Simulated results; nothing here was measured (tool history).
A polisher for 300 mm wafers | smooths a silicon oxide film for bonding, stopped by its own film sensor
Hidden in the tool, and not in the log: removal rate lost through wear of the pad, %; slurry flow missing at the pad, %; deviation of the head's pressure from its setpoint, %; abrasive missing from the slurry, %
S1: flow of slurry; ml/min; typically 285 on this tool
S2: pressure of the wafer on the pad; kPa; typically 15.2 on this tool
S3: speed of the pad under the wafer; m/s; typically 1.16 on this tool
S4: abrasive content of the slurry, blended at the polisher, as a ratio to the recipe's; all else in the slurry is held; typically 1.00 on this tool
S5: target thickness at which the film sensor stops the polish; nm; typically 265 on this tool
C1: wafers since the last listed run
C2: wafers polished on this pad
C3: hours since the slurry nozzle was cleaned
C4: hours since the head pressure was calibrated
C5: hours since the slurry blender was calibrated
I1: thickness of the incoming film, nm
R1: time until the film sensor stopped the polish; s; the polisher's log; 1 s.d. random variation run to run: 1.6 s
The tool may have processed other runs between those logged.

run	hour	S1	S2	S3	S4	S5	C1	C2	C3	C4	C5	I1	R1
1	0.0	285	15.2	1.16	1.00	265	0	454	254.2	147.2	12.8	331.5	87.8
2	30.8	285	15.2	1.16	1.00	265	194	648	285.0	178.0	43.6	331.6	89.1
3	54.7	205	15.2	1.16	1.00	265	150	799	308.9	201.9	67.5	325.9	85.7
4	71.1	285	15.2	1.16	1.00	265	103	903	325.3	218.3	83.9	326.0	84.3
5	105.0	285	15.2	1.16	1.00	265	214	1117	359.2	252.2	117.8	331.6	95.8
# hour 134.9: head pressure recalibrated
6	142.5	285	15.2	1.16	1.00	265	224	1341	396.7	7.6	155.3	325.2	82.5
# hour 201.3: worn pad replaced by a new one
7	223.8	285	9.7	1.16	1.00	244	488	141	478.0	88.9	236.6	325.6	142.0
# hour 227.9: slurry blender recalibrated
8	308.9	285	15.2	1.16	1.00	265	524	666	563.1	174.0	81.0	328.8	89.1
9	331.8	285	15.2	1.16	1.00	251	144	811	586.0	196.9	103.9	325.8	104.1
10	356.2	285	11.7	1.36	0.75	286	154	965	610.4	221.3	128.3	330.9	75.3
# hour 365.8: slurry nozzle cleaned
11	381.7	285	15.2	1.16	1.00	265	154	1120	15.9	246.8	153.8	328.6	87.2
12	394.2	285	10.3	1.16	1.20	265	78	1198	28.4	259.3	166.3	332.9	114.3
13	426.3	360	15.2	1.16	1.00	272	202	1401	60.5	291.4	198.4	328.1	79.3
# hour 445.8: worn pad replaced by a new one
14	446.3	285	15.2	1.16	1.00	265	101	2	80.5	311.4	218.4	331.3	83.2
15	465.2	285	11.7	1.40	1.00	265	119	122	99.4	330.3	237.3	325.8	81.7
# hour 484.8: slurry blender recalibrated
16	499.5	380	15.2	1.16	1.00	251	203	326	133.7	364.6	14.7	327.9	95.8
# hour 510.6: head pressure recalibrated
17	525.2	220	15.2	1.46	1.20	265	149	475	159.4	14.6	40.4	327.8	64.9
18	546.4	285	15.2	1.16	1.15	265	133	609	180.6	35.8	61.6	328.6	82.0
19	561.5	285	11.0	1.16	1.00	271	95	705	195.7	50.9	76.7	328.2	94.8
20	574.5	285	15.2	1.16	0.85	265	82	787	208.7	63.9	89.7	327.2	92.7
21	598.4	285	15.2	1.16	1.00	265	150	938	232.6	87.8	113.6	329.1	84.6
22	617.9	285	15.2	1.16	1.00	265	123	1061	252.1	107.3	133.1	329.3	89.6
23	640.3	250	15.2	1.16	1.10	265	141	1202	274.5	129.7	155.5	331.0	88.4
24	657.4	285	15.2	1.16	1.15	285	107	1310	291.6	146.8	172.6	328.5	55.9
# hour 677.8: worn pad replaced by a new one
25	678.3	260	15.2	1.40	0.75	265	106	3	312.5	167.7	193.5	332.2	86.2
26	701.4	185	15.2	1.16	1.00	265	145	149	335.6	190.8	216.6	333.1	93.1
27	737.1	285	17.9	1.16	1.00	265	225	374	371.3	226.5	252.3	334.7	82.2
28	768.6	330	15.2	1.16	1.00	271	198	573	402.8	258.0	283.8	328.5	74.2
# hour 777.7: slurry blender recalibrated
29	794.6	285	19.3	1.16	1.00	276	151	725	428.8	284.0	16.9	327.2	58.2
30	807.4	285	15.2	0.96	1.00	265	80	806	441.6	296.8	29.7	331.5	107.2

What was the tool's hidden state at every run in the log?
slurry flow missing at the pad, %: 0 at every run
deviation of the head's pressure from its setpoint, %: 0 at every run
abrasive missing from the slurry, %: 0 at every run
H1: removal rate lost through wear of the pad, %
run	H1
1	5.39
2	6.53
3	7.18
4	7.52
5	8.06
6	8.46
7	2.77
8	7.12
9	7.72
10	8.2
11	8.58
12	8.73
13	9.03
14	0.167
15	1.93
16	4.3
17	5.54
18	6.32
19	6.77
20	7.09
21	7.58
22	7.89
23	8.17
24	8.34
25	1.15
26	3.25
27	5.57
28	6.96
29	7.77
30	8.09

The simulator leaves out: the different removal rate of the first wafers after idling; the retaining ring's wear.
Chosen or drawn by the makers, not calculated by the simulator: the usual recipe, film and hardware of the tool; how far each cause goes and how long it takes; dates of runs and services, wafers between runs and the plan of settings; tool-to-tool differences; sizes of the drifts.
